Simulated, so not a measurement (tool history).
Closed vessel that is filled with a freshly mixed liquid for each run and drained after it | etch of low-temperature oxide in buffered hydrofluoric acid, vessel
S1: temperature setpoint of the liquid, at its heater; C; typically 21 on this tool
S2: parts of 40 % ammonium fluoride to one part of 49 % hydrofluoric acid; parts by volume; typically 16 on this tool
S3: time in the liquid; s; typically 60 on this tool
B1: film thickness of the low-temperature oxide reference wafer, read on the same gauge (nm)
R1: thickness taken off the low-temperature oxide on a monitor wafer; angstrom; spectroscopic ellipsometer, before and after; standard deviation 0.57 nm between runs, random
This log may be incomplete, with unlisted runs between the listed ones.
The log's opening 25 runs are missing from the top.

| run | hour | S1 | S2 | S3 | B1 | R1 |
|---|---|---|---|---|---|---|
| 26 | 741.2 | 17 | 14 | 95 | 49.99 | 1601.9 |
| 27 | 753.4 | 18 | 16 | 60 | 49.98 | 949.5 |
| 28 | 770.6 | 25 | 10.5 | 85 | 49.99 | 2951.1 |
| 29 | 796 | 21 | 11 | 60 | 50 | 1613.9 |
| 30 | 818.7 | 19.5 | 16 | 60 | 50.03 | 1027.2 |
| 31 | 849.7 | 21 | 16 | 60 | 49.99 | 1118.2 |
| 32 | 878.1 | 17 | 16 | 60 | 49.97 | 879 |
| 33 | 898.3 | 21 | 16 | 70 | 50.02 | 1297.5 |

Here are 3 independent what-if runs from the current tool condition. What would each one return?
| A | 899 | 21 | 16 | 60 | ? | ? |
| B | 899 | 18.5 | 18.5 | 60 | ? | ? |
| C | 899 | 19.5 | 12.5 | 30 | ? | ? |

| run | B1 | R1 |
|---|---|---|
| A | 50.03 | 1116.1 |
| B | 50.03 | 840.3 |
| C | 50.03 | 653.9 |
Without the tool's hidden state the same runs would have given:
| run | R1 |
|---|---|
| A | 1134.4 |
| B | 854.2 |
| C | 664.6 |

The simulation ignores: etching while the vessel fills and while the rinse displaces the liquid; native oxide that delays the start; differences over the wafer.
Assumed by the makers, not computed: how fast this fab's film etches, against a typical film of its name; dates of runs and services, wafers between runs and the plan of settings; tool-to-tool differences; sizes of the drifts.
